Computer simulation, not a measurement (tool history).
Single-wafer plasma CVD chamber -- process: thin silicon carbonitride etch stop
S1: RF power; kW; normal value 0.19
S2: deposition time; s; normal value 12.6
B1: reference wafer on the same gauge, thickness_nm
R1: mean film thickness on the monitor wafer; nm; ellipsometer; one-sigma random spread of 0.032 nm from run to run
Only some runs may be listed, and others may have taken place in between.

run	day	S1	S2	B1	R1
1	0	0.19	12.6	6.638	7.211
2	3.325	0.18	11.4	6.653	6.463
3	4.929	0.18	11.4	6.652	6.463
4	7.258	0.19	13.4	6.66	7.664
5	10.392	0.19	13.4	6.648	7.626
6	12.221	0.19	11.8	6.648	6.795
7	14.671	0.19	12.6	6.654	7.208
8	17.075	0.19	12.6	6.64	7.235
9	18.888	0.19	13.2	6.662	7.51
10	20.45	0.19	13.2	6.64	7.567
11	24.8	0.19	13.6	6.633	7.748
12	27.092	0.215	11.3	6.656	6.646
13	31.275	0.16	11.3	6.641	6.093
14	35.488	0.16	11.3	6.649	6.11
# day 36.696: RF generator calibrated
15	38.388	0.215	11.4	6.653	6.857
# day 40.496: thermocouple changed; heater temperature recalibrated
16	42.188	0.17	13.9	6.653	7.752
17	46.283	0.21	12.6	6.658	7.458
18	48.475	0.205	14.9	6.639	8.767
19	52.858	0.19	12.6	6.636	7.199
20	54.488	0.19	15.1	6.641	8.708
21	57.012	0.17	10.1	6.657	5.593
# day 57.312: gauge calibrated
22	61.588	0.205	10.3	6.663	6.075
# day 62.325: showerhead replaced
23	65.142	0.22	13.6	6.658	8.09
24	69.025	0.165	12.6	6.654	6.914
25	73.4	0.16	12.6	6.652	6.822
26	83.821	0.19	12.6	6.642	7.196
27	87.462	0.21	14.1	6.654	8.323
28	90.042	0.205	10.9	6.648	6.356
29	93.242	0.165	14	6.651	7.574
30	96.971	0.19	12.6	6.647	7.071
31	99.517	0.215	14.3	6.644	8.339
# day 101.712: RF generator calibrated
32	102.758	0.19	12.6	6.641	7.226
33	106.829	0.175	11.8	6.656	6.656
34	110.804	0.19	14.7	6.662	8.453
35	116.454	0.16	11.7	6.644	6.392

Pick out some run-to-run changes in R1. Of each, how much would a tool without hidden state show as well, from the settings, what came in and chance, and how much is left for the hidden state and any gauge scatter not in both results compared?
Unlogged tool condition in this case: wafer temperature above the value expected at the setpoint (K); delivered RF power above the setpoint (%); gauge reads high (%).
Run 14 -> 15: S1 0.16 -> 0.215, S2 11.3 -> 11.4, RF generator calibrated. R1 +0.747 nm: hidden state +0.12, all else +0.627.
Run 20 -> 21: S1 0.19 -> 0.17, S2 15.1 -> 10.1. R1 -3.115 nm: hidden state +0.019, all else -3.134.
Run 22 -> 23: S1 0.205 -> 0.22, S2 10.3 -> 13.6, showerhead replaced. R1 +2.015 nm: hidden state -0.031, all else +2.046.
Run 30 -> 31: S1 0.19 -> 0.215, S2 12.6 -> 14.3. R1 +1.268 nm: hidden state -0.038, all else +1.306.
Run 31 -> 32: S1 0.215 -> 0.19, S2 14.3 -> 12.6, RF generator calibrated. R1 -1.113 nm: hidden state +0.184, all else -1.297.
Run 34 -> 35: S1 0.19 -> 0.16, S2 14.7 -> 11.7. R1 -2.061 nm: hidden state -0.001, all else -2.06.
